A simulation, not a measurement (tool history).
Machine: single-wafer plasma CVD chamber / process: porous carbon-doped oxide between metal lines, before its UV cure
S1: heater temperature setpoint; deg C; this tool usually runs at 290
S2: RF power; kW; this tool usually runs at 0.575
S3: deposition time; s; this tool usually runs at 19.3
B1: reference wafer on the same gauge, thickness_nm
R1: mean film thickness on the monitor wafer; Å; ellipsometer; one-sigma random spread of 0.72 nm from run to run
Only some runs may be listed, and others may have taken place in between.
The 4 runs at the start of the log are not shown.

run,hour,S1,S2,S3,B1,R1
5,156.0,290,0.575,19.3,130.122,1254.71
# hour 232.7: RF generator calibrated
6,337.8,290,0.575,19.3,129.898,1243.75
7,398.3,290,0.575,19.3,129.948,1258.90
8,449.7,290,0.575,19.3,129.905,1247.04
9,521.3,290,0.575,19.3,129.613,1251.89
10,588.2,290,0.575,16.8,129.862,1086.57
11,625.0,290,0.575,16.8,130.127,1096.55
# hour 677.8: showerhead replaced
12,695.2,290,0.575,16.8,130.026,1102.66
13,740.7,290,0.575,21.4,130.081,1370.78
14,936.0,290,0.575,21.4,130.177,1381.82
15,980.9,284,0.680,19.3,129.927,1453.24
16,1022.7,281,0.575,19.3,130.029,1309.84
17,1081.3,290,0.575,21.3,129.954,1385.60
18,1108.0,290,0.575,19.3,129.944,1249.49

Expected results for the next run?
19,1150.0,305,0.515,21.4,?,?

B1: 129.858
R1: 1169.56 Å
Had the tool carried no hidden state, the very same run would have given R1 1169.56 Å.
